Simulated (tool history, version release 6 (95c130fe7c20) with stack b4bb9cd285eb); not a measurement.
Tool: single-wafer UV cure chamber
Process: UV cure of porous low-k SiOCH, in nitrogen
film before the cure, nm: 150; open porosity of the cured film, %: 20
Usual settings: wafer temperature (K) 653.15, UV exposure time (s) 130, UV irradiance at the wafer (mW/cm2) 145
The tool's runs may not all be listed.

run	hour	wafer temperature (K)	UV exposure time (s)	UV irradiance at the wafer (mW/cm2)	wafers since the last listed run	hours since the UV bulbs were replaced	wafers since the quartz window was cleaned	loss of film thickness in the cure (%)
1	0.0	653.15	165	145	0	803.9	171	12.094
2	58.5	653.15	165	145	337	862.4	509	11.584
3	94.1	653.15	165	145	205	898.0	715	12.196
4	141.4	653.15	130	145	273	945.3	988	10.764
5	192.0	653.15	85	145	292	995.9	1281	8.778
6	235.9	653.15	85	145	253	1039.8	1534	8.966
7	304.7	653.15	85	145	397	1108.6	1932	9.068
8	346.9	653.15	150	145	243	1150.8	2176	11.732
# hour 387.7: quartz window cleaned
9	388.2	653.15	150	145	192	1192.1	2	11.303
10	421.4	653.15	150	145	191	1225.3	194	11.393
11	475.5	653.15	130	145	312	1279.4	507	10.638
12	514.1	653.15	130	145	223	1318.0	730	10.327
13	556.0	653.15	130	145	242	1359.9	972	10.442
14	605.0	653.15	130	145	283	1408.9	1255	10.686
15	636.5	653.15	155	145	181	1440.4	1437	11.097
16	672.2	653.15	155	145	206	1476.1	1643	11.011
17	740.8	653.15	155	145	396	1544.7	2040	10.746
18	792.4	653.15	130	145	298	1596.3	2338	10.070
# hour 827.2: quartz window cleaned
19	857.0	653.15	130	145	327	1660.9	172	10.014
20	899.0	653.15	130	145	242	1702.9	414	9.933
21	952.9	653.15	130	145	311	1756.8	726	10.062
22	1021.1	653.15	130	117	394	1825.0	1120	9.112
23	1088.0	653.15	130	117	386	1891.9	1506	8.929
24	1129.8	653.15	130	117	241	1933.7	1748	9.097
25	1157.8	669.15	90	145	161	1961.7	1909	8.483
26	1189.4	653.15	130	162	182	1993.3	2092	10.521
# hour 1228.1: UV bulbs replaced
27	1239.7	637.15	70	145	244	11.6	2336	8.158
28	1309.0	653.15	130	170	400	80.9	2737	12.195
# hour 1321.2: quartz window cleaned
29	1343.4	653.15	105	169	152	115.3	128	10.849
30	1413.7	653.15	170	145	406	185.6	534	12.219
31	1469.0	653.15	130	185	319	240.9	854	12.007
32	1516.2	665.15	85	132	272	288.1	1126	9.206
33	1585.9	662.15	100	175	402	357.8	1529	10.676
34	1639.4	640.15	185	145	309	411.3	1838	12.215
35	1667.9	667.15	130	164	164	439.8	2003	12.014

The next listed run, before its measurement:
36	1697.6	670.15	130	111	171	469.5	2174	?

Run 36 gave loss of film thickness in the cure (%) 9.958.
Without the tool's hidden state the same run would have given loss of film thickness in the cure (%) 10.335.
